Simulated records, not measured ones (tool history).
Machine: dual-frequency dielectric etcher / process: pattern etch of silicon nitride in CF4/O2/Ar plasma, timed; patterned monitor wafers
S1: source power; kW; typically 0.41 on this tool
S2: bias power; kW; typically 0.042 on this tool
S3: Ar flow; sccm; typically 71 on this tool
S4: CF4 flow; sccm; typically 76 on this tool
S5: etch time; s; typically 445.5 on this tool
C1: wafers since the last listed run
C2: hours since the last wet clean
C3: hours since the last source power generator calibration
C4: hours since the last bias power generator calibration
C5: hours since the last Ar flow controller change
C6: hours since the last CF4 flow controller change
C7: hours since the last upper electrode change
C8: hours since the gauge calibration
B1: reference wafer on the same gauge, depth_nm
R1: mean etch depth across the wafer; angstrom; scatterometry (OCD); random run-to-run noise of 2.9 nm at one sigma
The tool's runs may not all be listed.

run,hour,S1,S2,S3,S4,S5,C1,C2,C3,C4,C5,C6,C7,C8,B1,R1
1,0,0.41,0.042,71,76,392.5,0,177.4,2208.6,1873.5,3819.7,4927.2,4705.4,405.7,662.3,5551
2,52.3,0.41,0.042,71,76,392.5,280,229.7,2260.9,1925.8,3872,4979.5,4757.7,458,662,5565
# hour 89.2: bias power generator calibrated
3,113.3,0.41,0.042,71,76,445.5,305,290.7,2321.9,24.1,3933,5040.5,4818.7,519,663,6239
# hour 136.3: CF4 flow controller replaced
# hour 142.2: source power generator calibrated
# hour 152.8: wet clean of the chamber
4,158.3,0.41,0.042,71,76,445.5,130,5.5,16.1,69.1,3978,22,4863.7,564,663.4,6506
5,203.3,0.41,0.042,71,76,445.5,240,50.5,61.1,114.1,4023,67,4908.7,609,663.9,6507
6,258.4,0.47,0.042,71,76,445.5,295,105.6,116.2,169.2,4078.1,122.1,4963.8,664.1,663.1,7059
7,290,0.47,0.042,71,76,445.5,169,137.2,147.8,200.8,4109.7,153.7,4995.4,695.7,664,7020
# hour 355.5: upper electrode replaced
8,356,0.41,0.042,71,76,445.5,224,203.2,213.8,266.8,4175.7,219.7,0.5,761.7,663.2,6501
# hour 465.1: wet clean of the chamber
9,484.3,0.47,0.05,71,91,394.5,558,19.2,342.1,395.1,4304,348,128.8,890,662,6715
# hour 504.7: gauge calibrated
10,521.5,0.41,0.033,71,76,445.5,199,56.4,379.3,432.3,4341.2,385.2,166,16.8,661.4,6070
11,588.8,0.41,0.042,71,76,445.5,360,123.7,446.6,499.6,4408.5,452.5,233.3,84.1,663.7,6427
# hour 601.4: Ar flow controller replaced
12,619.7,0.38,0.042,71,76,445.5,133,154.6,477.5,530.5,18.3,483.4,264.2,115,663,6173
13,662.8,0.5,0.035,71,76,445.5,230,197.7,520.6,573.6,61.4,526.5,307.3,158.1,662.5,7049
14,688.9,0.41,0.042,71,76,445.5,139,223.8,546.7,599.7,87.5,552.6,333.4,184.2,662.9,6450
15,823.7,0.41,0.042,71,76,503,721,358.6,681.5,734.5,222.3,687.4,468.2,319,662.9,7214
# hour 867.1: wet clean of the chamber
16,867.6,0.46,0.042,71,92,445.5,106,0.5,725.4,778.4,266.2,731.3,512.1,362.9,662.7,7052
17,915.1,0.41,0.042,71,76,402,254,48,772.9,825.9,313.7,778.8,559.6,410.4,663,5824
18,953.5,0.41,0.042,71,76,445.5,205,86.4,811.3,864.3,352.1,817.2,598,448.8,664.3,6414
19,1003.1,0.41,0.042,71,76,445.5,265,136,860.9,913.9,401.7,866.8,647.6,498.4,662.3,6421
20,1120.9,0.41,0.042,85,93,445.5,630,253.8,978.7,1031.7,519.5,984.6,765.4,616.2,662.8,6449
21,1154,0.41,0.042,71,76,383,177,286.9,1011.8,1064.8,552.6,1017.7,798.5,649.3,662.4,5505

Selected run-to-run steps in R1, each split into two signed amounts: the part the tool would show with no hidden state at all (from settings, incoming material and random variation), and the remainder, which goes to the hidden state together with any gauge scatter not common to the measured and the hidden-state-free results:
The hidden state here: etch rate over this chamber's usual, %; source power that arrives over what is set, %; bias power that arrives over what is set, %; Ar flow that arrives over what is set, %; CF4 flow that arrives over what is set, %; gauge reads high (%).
Run 2 -> 3: S5 392.5 -> 445.5, bias power generator calibrated. R1 +674 angstrom: hidden state -24, all else +698.
Run 3 -> 4: CF4 flow controller replaced, source power generator calibrated, wet clean of the chamber. R1 +267 angstrom: hidden state +201, all else +66.
Run 16 -> 17: S1 0.46 -> 0.41, S4 92 -> 76, S5 445.5 -> 402. R1 -1228 angstrom: hidden state +5, all else -1233.
Run 20 -> 21: S3 85 -> 71, S4 93 -> 76, S5 445.5 -> 383. R1 -944 angstrom: hidden state +7, all else -951.
